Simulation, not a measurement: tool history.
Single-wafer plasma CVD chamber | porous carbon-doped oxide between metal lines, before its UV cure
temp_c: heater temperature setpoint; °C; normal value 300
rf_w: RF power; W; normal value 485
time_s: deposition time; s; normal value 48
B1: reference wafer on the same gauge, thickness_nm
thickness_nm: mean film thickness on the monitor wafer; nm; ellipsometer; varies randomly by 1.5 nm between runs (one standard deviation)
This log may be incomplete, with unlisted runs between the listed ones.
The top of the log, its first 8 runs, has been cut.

{"run": 9, "day": 26.833, "temp_c": 300, "rf_w": 485, "time_s": 48, "B1": 297.165, "thickness_nm": 258.799}
{"run": 10, "day": 28.7, "temp_c": 300, "rf_w": 485, "time_s": 48, "B1": 296.805, "thickness_nm": 256.95}
{"run": 11, "day": 30.867, "temp_c": 300, "rf_w": 485, "time_s": 48, "B1": 297.168, "thickness_nm": 258.364}
{"day": 36.733, "done": "thermocouple changed; heater temperature recalibrated"}
{"run": 12, "day": 38.608, "temp_c": 300, "rf_w": 485, "time_s": 48, "B1": 297.186, "thickness_nm": 270.143}
{"run": 13, "day": 41.479, "temp_c": 288, "rf_w": 485, "time_s": 48, "B1": 297.248, "thickness_nm": 293.742}
{"run": 14, "day": 43.983, "temp_c": 288, "rf_w": 485, "time_s": 48, "B1": 297.21, "thickness_nm": 292.836}
{"run": 15, "day": 47.45, "temp_c": 300, "rf_w": 485, "time_s": 48, "B1": 296.93, "thickness_nm": 268.094}
{"day": 48.546, "done": "gauge calibrated"}
{"run": 16, "day": 50.783, "temp_c": 310, "rf_w": 485, "time_s": 38.5, "B1": 296.994, "thickness_nm": 201.888}
{"run": 17, "day": 54.962, "temp_c": 292, "rf_w": 460, "time_s": 57, "B1": 296.888, "thickness_nm": 318.392}
{"run": 18, "day": 56.738, "temp_c": 300, "rf_w": 485, "time_s": 48, "B1": 296.953, "thickness_nm": 270.814}
{"day": 61.308, "done": "RF generator calibrated"}
{"day": 63.833, "done": "showerhead replaced, of another model than before"}
{"run": 19, "day": 68.367, "temp_c": 300, "rf_w": 550, "time_s": 56.6, "B1": 296.993, "thickness_nm": 341.637}
{"run": 20, "day": 71.246, "temp_c": 312, "rf_w": 460, "time_s": 43, "B1": 296.94, "thickness_nm": 215.192}
{"run": 21, "day": 75.279, "temp_c": 307, "rf_w": 485, "time_s": 41.1, "B1": 296.996, "thickness_nm": 218.432}
{"run": 22, "day": 78.012, "temp_c": 300, "rf_w": 400, "time_s": 51.3, "B1": 297.004, "thickness_nm": 246.166}
{"run": 23, "day": 81.017, "temp_c": 300, "rf_w": 485, "time_s": 48, "B1": 297.449, "thickness_nm": 264.22}
{"run": 24, "day": 83.971, "temp_c": 300, "rf_w": 485, "time_s": 48, "B1": 297.006, "thickness_nm": 265.998}

For run 25, what comes out?
{"run": 25, "day": 86.038, "temp_c": 300, "rf_w": 485, "time_s": 52.6, "B1": "?", "thickness_nm": "?"}

B1: 297.2
thickness_nm: 287.976 nm
Had the tool carried no hidden state, the very same run would have given thickness_nm 291.965 nm.
